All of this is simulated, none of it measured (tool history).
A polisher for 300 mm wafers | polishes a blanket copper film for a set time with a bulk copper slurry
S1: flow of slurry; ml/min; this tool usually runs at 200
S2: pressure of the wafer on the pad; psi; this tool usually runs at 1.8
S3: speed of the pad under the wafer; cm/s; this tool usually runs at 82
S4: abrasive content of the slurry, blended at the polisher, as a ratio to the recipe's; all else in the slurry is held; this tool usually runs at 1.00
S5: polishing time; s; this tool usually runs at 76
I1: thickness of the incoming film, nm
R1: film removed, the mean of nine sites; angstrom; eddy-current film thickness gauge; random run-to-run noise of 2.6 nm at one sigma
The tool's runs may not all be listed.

run,day,S1,S2,S3,S4,S5,I1,R1
1,0.000,200,1.7,82,1.00,76,3381.8,3883
2,0.592,200,1.7,82,1.00,76,3479.4,3857
3,1.283,200,1.4,82,1.00,76,3377.4,3198
4,2.662,200,1.8,82,1.00,76,3396.6,4085
5,3.312,200,1.8,82,1.00,76,3394.0,4062
6,3.975,200,1.8,82,1.00,76,3430.9,4087
7,4.967,220,1.8,60,1.00,93,3397.3,3733
8,5.533,200,1.8,74,0.75,87,3366.3,4124
9,6.079,200,2.0,82,0.90,76,3421.4,4446
# day 6.754: slurry blender recalibrated
# day 7.150: worn pad replaced by a new one
10,7.171,160,2.2,82,1.15,76,3386.3,4843
11,8.400,170,1.8,110,1.00,76,3420.8,5268
# day 8.571: slurry nozzle cleaned
12,9.212,200,2.0,82,0.85,76,3414.2,4563
13,10.162,200,1.8,82,1.00,76,3384.9,4140
14,10.938,165,1.4,82,1.20,76,3423.1,3225
15,12.033,200,1.8,82,1.00,76,3444.5,4167
16,12.862,200,1.8,68,1.00,76,3453.6,3425
17,13.612,175,1.8,58,1.00,68,3448.9,2591
18,14.312,200,1.8,56,1.00,85,3415.1,3216
19,15.350,200,1.8,82,1.00,76,3438.5,4119
20,16.171,200,2.0,74,1.00,76,3423.3,4148
# day 16.525: head pressure recalibrated
21,16.833,245,1.8,82,1.20,92,3483.5,5275
22,17.558,200,1.8,82,1.00,54,3392.4,2948
# day 18.000: worn pad replaced by a new one
23,18.425,200,1.8,82,1.00,76,3402.1,4168
24,19.254,200,1.8,82,1.00,68,3430.8,3708
25,19.771,160,1.6,98,0.90,76,3423.7,4130
26,20.600,150,1.8,106,1.00,76,3411.8,5059
27,21.650,265,1.8,82,1.20,76,3394.2,4392
28,23.300,200,1.8,82,1.00,93,3432.0,5030
# day 23.442: slurry blender recalibrated
29,24.033,200,1.8,82,1.00,76,3345.7,4088

Each row is a separate what-if for the run after 29, all from the same tool condition, not one after another. Results?
A,24.054,200,1.5,82,1.00,76,3421.5,?
B,24.054,230,2.0,82,1.00,76,3421.5,?
C,24.054,200,2.0,56,1.25,84,3421.5,?
D,24.054,200,1.4,82,1.00,51,3421.5,?
E,24.054,255,1.3,82,1.00,55,3421.5,?

run,R1
A,3406
B,4638
C,3574
D,2133
E,2211
Take away the tool's hidden state, keep each run's random variation, and the runs would have read:
run,R1
A,3467
B,4710
C,3639
D,2171
E,2242

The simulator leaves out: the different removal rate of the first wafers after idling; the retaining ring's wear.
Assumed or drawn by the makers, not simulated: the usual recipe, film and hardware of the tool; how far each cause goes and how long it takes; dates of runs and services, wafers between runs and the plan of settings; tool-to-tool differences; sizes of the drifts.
